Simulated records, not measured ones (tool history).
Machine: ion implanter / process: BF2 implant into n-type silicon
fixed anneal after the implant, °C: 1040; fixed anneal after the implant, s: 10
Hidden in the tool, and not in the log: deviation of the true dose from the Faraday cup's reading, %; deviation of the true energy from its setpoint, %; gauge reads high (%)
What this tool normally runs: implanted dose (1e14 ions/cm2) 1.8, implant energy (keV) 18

run   hour  implanted dose (1e14 ions/cm2)  implant energy (keV)  wafers since the last listed run  hours since the last dose calibration  hours since the extraction supply was calibrated  hours since the gauge calibration  read-back reference wafer on the same gauge, sheet resistance  sheet resistance of the implanted and annealed layer (ohm/square)
  1      0                             1.8                    18                                 0                                 1184.6                                            4978.4                              242.7                                                         542.36                                                             608.95
  2   15.3                             1.8                    18                               293                                 1199.9                                            4993.7                                258                                                         541.86                                                             608.35
  3   25.9                             1.8                    18                               203                                 1210.5                                            5004.3                              268.6                                                         542.28                                                             608.21
  4   34.5                             1.8                    18                               164                                 1219.1                                            5012.9                              277.2                                                         542.65                                                             608.66
  5   42.6                             1.8                    18                               155                                 1227.2                                              5021                              285.3                                                         542.36                                                             606.58
  6   52.3                             1.8                    18                               185                                 1236.9                                            5030.7                                295                                                         541.78                                                             607.42
  7   70.3                             1.8                    18                               345                                 1254.9                                            5048.7                                313                                                         541.85                                                             611.01
  8   83.6                            1.56                    18                               254                                 1268.2                                              5062                              326.3                                                         541.93                                                             686.13
  9   90.9                            1.56                    18                               139                                 1275.5                                            5069.3                              333.6                                                         542.09                                                             686.84
 10  103.1                            2.17                    22                               233                                 1287.7                                            5081.5                              345.8                                                         541.49                                                             506.58
 11  115.2                            2.17                    22                               231                                 1299.8                                            5093.6                              357.9                                                         541.88                                                             508.53
 12  159.5                            2.17                    22                               849                                 1344.1                                            5137.9                              402.2                                                         541.94                                                              506.8
 13  177.3                            2.17                    18                               341                                 1361.9                                            5155.7                                420                                                         542.65                                                             516.68
 14  189.9                            2.17                    18                               241                                 1374.5                                            5168.3                              432.6                                                         541.77                                                             518.43
 15    207                             1.8                    18                               327                                 1391.6                                            5185.4                              449.7                                                         541.88                                                             606.21
 16    221                             1.8                    18                               268                                 1405.6                                            5199.4                              463.7                                                         541.55                                                             607.21
 17  232.6                            1.62                    18                               222                                 1417.2                                              5211                              475.3                                                         542.13                                                              663.5
 18  245.7                             1.8                    18                               251                                 1430.3                                            5224.1                              488.4                                                         541.88                                                             603.65
 19  257.8                            1.31                  13.5                               231                                 1442.4                                            5236.2                              500.5                                                          541.9                                                             825.88
 20  273.4                             1.8                    18                               299                                   1458                                            5251.8                              516.1                                                         541.35                                                             606.09
 21  282.3                            2.22                    23                               170                                 1466.9                                            5260.7                                525                                                         541.79                                                             491.92
 22  288.3                            1.53                    18                               115                                 1472.9                                            5266.7                                531                                                          542.1                                                             694.87
     305.1  -- Faraday cup replaced and dose calibrated
 23  305.6                            1.35                  20.5                               178                                    0.5                                              5284                              548.3                                                         542.14                                                             787.54
     323.2  -- extraction supply calibrated
 24  323.7                             1.8                    18                               193                                   18.6                                               0.5                              566.4                                                          542.2                                                             629.71
 25    324                               2                  12.5                                 5                                   18.9                                               0.8                              566.7                                                         541.87                                                             595.99
 26  340.5                            2.14                    18                               316                                   35.4                                              17.3                              583.2                                                         541.74                                                             539.36
 27  352.2                            1.36                    18                               224                                   47.1                                                29                              594.9                                                         541.87                                                             794.92
 28    365                            1.35                    15                               245                                   59.9                                              41.8                              607.7                                                         541.84                                                             820.17
     369.6  -- gauge calibrated
 29  375.4                            1.44                    18                               199                                   70.3                                              52.2                                5.8                                                         541.98                                                             757.69
 30  390.2                             1.8                  23.5                               283                                   85.1                                                67                               20.6                                                         542.26                                                             608.17
 31  407.1                             1.8                    18                               323                                    102                                              83.9                               37.5                                                         542.49                                                             625.96
 32  420.3                             1.8                    18                               253                                  115.2                                              97.1                               50.7                                                         541.69                                                             626.47
 33  430.5                             1.8                    18                               195                                  125.4                                             107.3                               60.9                                                         541.73                                                             625.94
 34  443.9                            1.43                    18                               256                                  138.8                                             120.7                               74.3                                                          542.1                                                             762.04
 35  460.2                            2.27                  21.5                               312                                  155.1                                               137                               90.6                                                            542                                                             502.43
 36  476.1                            2.12                  13.5                               304                                    171                                             152.9                              106.5                                                         541.96                                                             558.93
 37  484.1                             1.6                  15.5                               153                                    179                                             160.9                              114.5                                                         541.98                                                             704.01

Hidden state at the last listed run before each entry between runs and at the first one after, where it differs:
Between runs 22 and 23: Faraday cup replaced and dose calibrated (hour 305.1)
  deviation of the true dose from the Faraday cup's reading, %: 4.59 -> 0.189
  measured value less the no-hidden-state value, sheet resistance of the implanted and annealed layer (ohm/square): -27.19 -> -1.25
Between runs 23 and 24: extraction supply calibrated (hour 323.2)
  deviation of the true dose from the Faraday cup's reading, %: 0.189 -> 0.248
  measured value less the no-hidden-state value, sheet resistance of the implanted and annealed layer (ohm/square): -1.25 -> -1.34
Between runs 28 and 29: gauge calibrated (hour 369.6)
  deviation of the true dose from the Faraday cup's reading, %: 0.382 -> 0.415
  measured value less the no-hidden-state value, sheet resistance of the implanted and annealed layer (ohm/square): -2.7 -> -2.69
